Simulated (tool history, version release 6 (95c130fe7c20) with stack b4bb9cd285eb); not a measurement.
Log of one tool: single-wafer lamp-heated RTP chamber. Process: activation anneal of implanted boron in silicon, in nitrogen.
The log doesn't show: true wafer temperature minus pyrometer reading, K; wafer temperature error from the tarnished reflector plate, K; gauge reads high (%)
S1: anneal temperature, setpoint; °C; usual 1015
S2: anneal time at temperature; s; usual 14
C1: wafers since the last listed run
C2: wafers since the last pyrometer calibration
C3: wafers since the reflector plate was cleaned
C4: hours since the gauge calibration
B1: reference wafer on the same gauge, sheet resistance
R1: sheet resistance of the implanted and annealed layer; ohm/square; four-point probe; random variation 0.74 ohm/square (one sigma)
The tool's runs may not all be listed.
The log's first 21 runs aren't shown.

run,hour,S1,S2,C1,C2,C3,C4,B1,R1
22,255.7,1023,20,115,1646,395,317.5,517.32,498.02
23,272.4,992,11,163,1810,558,334.2,517.05,504.69
24,285.0,1015,14,123,1933,681,346.8,517.45,499.91
25,303.0,986,9,175,2109,857,364.8,517.18,508.32
26,314.8,1015,14,115,2224,972,376.6,517.40,500.57
27,324.1,1015,14,90,2315,1063,385.9,517.53,500.52
28,339.1,1015,14,146,2462,1210,400.9,517.75,500.62
# hour 343.4: gauge calibrated
29,353.3,1015,14,138,2600,1349,9.9,513.43,495.74
30,366.2,1039,20,126,2727,1475,22.8,513.85,497.33
31,376.6,1006,18,101,2828,1577,33.2,514.57,497.61
32,390.1,1015,14,131,2960,1709,46.7,515.35,498.70
33,401.6,1015,19,112,3073,1821,58.2,515.75,496.88
34,417.5,1026,17,155,3228,1976,74.1,516.26,499.28
35,431.0,1006,20,131,3360,2108,87.6,516.66,500.07
36,447.5,1015,14,161,3521,2270,104.1,517.60,498.55
37,454.4,1027,7,67,3589,2337,111.0,517.56,500.65

Forecast each of these 4 alternatives for the next run:
A,454.8,1015,14,3,3593,2341,111.4,?,?
B,454.8,987,14,3,3593,2341,111.4,?,?
C,454.8,1039,16,3,3593,2341,111.4,?,?
D,454.8,1015,17,3,3593,2341,111.4,?,?

run,B1,R1
A,517.61,500.70
B,517.61,506.69
C,517.61,500.01
D,517.61,500.39
Without the tool's hidden state the same runs would have given:
run,R1
A,494.36
B,500.27
C,493.68
D,494.05
